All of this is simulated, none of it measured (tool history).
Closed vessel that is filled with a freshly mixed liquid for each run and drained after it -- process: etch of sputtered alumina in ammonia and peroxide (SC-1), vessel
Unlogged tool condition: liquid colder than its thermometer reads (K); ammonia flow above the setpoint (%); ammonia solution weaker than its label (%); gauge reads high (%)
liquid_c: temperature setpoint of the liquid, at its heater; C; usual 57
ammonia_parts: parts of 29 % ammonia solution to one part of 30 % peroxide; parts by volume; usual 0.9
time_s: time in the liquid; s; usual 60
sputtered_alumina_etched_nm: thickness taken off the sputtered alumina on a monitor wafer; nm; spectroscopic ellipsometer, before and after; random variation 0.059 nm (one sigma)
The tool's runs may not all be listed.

run	hour	liquid_c	ammonia_parts	time_s	wafers since the last listed run	hours since the thermometer was replaced	hours since the ammonia flow meter was replaced	hours since the drum of ammonia solution was connected	hours since the gauge calibration	read-back film thickness of the sputtered alumina reference wafer, read on the same gauge (nm)	sputtered_alumina_etched_nm
1	0	57	0.9	60	0	371.4	692.5	49.1	939.1	39.98	9.86
2	215.8	57	0.9	60	23369	587.2	908.3	264.9	1154.9	40.03	9.63
3	257.1	50.5	0.9	60	4472	628.5	949.6	306.2	1196.2	39.98	6.74
4	313.8	50.5	0.9	60	6140	685.2	1006.3	362.9	1252.9	39.95	6.77
# hour 338.2: thermometer replaced
5	380.9	50.5	0.9	60	7158	42.7	1073.4	430	1320	39.99	7.05
6	460.4	57	0.9	60	8609	122.2	1152.9	509.5	1399.5	39.97	9.81
7	507.1	57	0.9	60	5057	168.9	1199.6	556.2	1446.2	39.97	9.94
# hour 545.4: ammonia flow meter replaced
8	548.2	57	0.9	60	4342	210	2.8	597.3	1487.3	40.02	9.98
9	586.5	60	0.9	60	4147	248.3	41.1	635.6	1525.6	40.02	11.49
10	664.2	60	0.9	60	8414	326	118.8	713.3	1603.3	40.03	11.36
11	739.9	57	1	35	8197	401.7	194.5	789	1679	40.03	5.73
12	824.2	51	1.15	40	9129	486	278.8	873.3	1763.3	40	4.72
# hour 877.3: gauge calibrated
13	989.2	52	1.2	90	17868	651	443.8	1038.3	111.9	40.01	11.27
# hour 1037.7: new drum of ammonia solution connected
# hour 1078.8: thermometer replaced
14	1080.3	57	0.9	60	9648	1.5	534.9	42.6	203	39.97	9.98
15	1172.5	52	0.45	60	9984	93.7	627.1	134.8	295.2	39.99	7.2
16	1226.3	48	1.05	35	5826	147.5	680.9	188.6	349	40.03	3.6
17	1277	57	1.2	40	5490	198.2	731.6	239.3	399.7	39.98	6.72
18	1346.2	66.5	1.05	60	7493	267.4	800.8	308.5	468.9	40	16.42
19	1431.1	62.5	0.9	60	9194	352.3	885.7	393.4	553.8	39.98	13.15
20	1518.1	57	0.9	60	9421	439.3	972.7	480.4	640.8	40.02	9.69

Describe how what the log doesn't record of the tool's condition differs between the last listed run preceding each entry between runs and the first listed run following it.
After run 4, before run 5: thermometer replaced (hour 338.2)
  liquid colder than its thermometer reads (K): 0.915 -> 0.177
  measured result minus the result with no hidden state, sputtered_alumina_etched_nm: -0.34 -> -0.07 nm
After run 7, before run 8: ammonia flow meter replaced (hour 545.4)
  liquid colder than its thermometer reads (K): 0.334 -> 0.385
  measured result minus the result with no hidden state, sputtered_alumina_etched_nm: -0.17 -> -0.2 nm
After run 12, before run 13: gauge calibrated (hour 877.3)
  liquid colder than its thermometer reads (K): 0.728 -> 0.934
  measured result minus the result with no hidden state, sputtered_alumina_etched_nm: -0.2 -> -0.59 nm
After run 13, before run 14: new drum of ammonia solution connected (hour 1037.7); thermometer replaced (hour 1078.8)
  liquid colder than its thermometer reads (K): 0.934 -> 0.0464
  measured result minus the result with no hidden state, sputtered_alumina_etched_nm: -0.59 -> -0.02 nm
